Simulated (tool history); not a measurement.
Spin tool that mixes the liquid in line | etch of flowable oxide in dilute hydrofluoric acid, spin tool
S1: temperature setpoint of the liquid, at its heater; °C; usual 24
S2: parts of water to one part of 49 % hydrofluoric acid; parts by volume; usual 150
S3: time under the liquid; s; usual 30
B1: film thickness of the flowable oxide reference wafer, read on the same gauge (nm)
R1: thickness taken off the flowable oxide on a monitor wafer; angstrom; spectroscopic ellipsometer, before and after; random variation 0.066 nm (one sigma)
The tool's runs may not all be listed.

Run 1, hour 0: usual settings; B1 30.06. Result: R1 78.9 angstrom.
At hour 56.3: thermometer replaced.
Run 2, hour 57.8: usual settings; B1 29.99. Result: R1 80.7 angstrom.
Run 3, hour 83: usual settings; B1 29.98. Result: R1 82.4 angstrom.
Run 4, hour 126.6: usual settings but S2 175 parts by volume; B1 30. Result: R1 67 angstrom.
Run 5, hour 203.7: usual settings but S3 20 s; B1 30. Result: R1 53.4 angstrom.
Run 6, hour 228.9: usual settings but S3 20 s; B1 30.05. Result: R1 52.8 angstrom.
Run 7, hour 271.3: usual settings; B1 30.01. Result: R1 79.6 angstrom.
At hour 272: gauge calibrated.
Run 8, hour 340.4: usual settings; B1 29.99. Result: R1 80 angstrom.
Run 9, hour 398.9: usual settings but S1 28 °C, S2 80 parts by volume, S3 45 s; B1 30.02. Result: R1 281.1 angstrom.

Run 10 comes next. What will it give?
At hour 461.5: hydrofluoric acid flow meter replaced.
Run 10, hour 463.9: usual settings but S2 195 parts by volume, S3 40 s; B1 ?. Result: R1 ?.

Run 10 gave B1 30, R1 76.8 angstrom.
Without the tool's hidden state the same run would have given R1 79 angstrom.
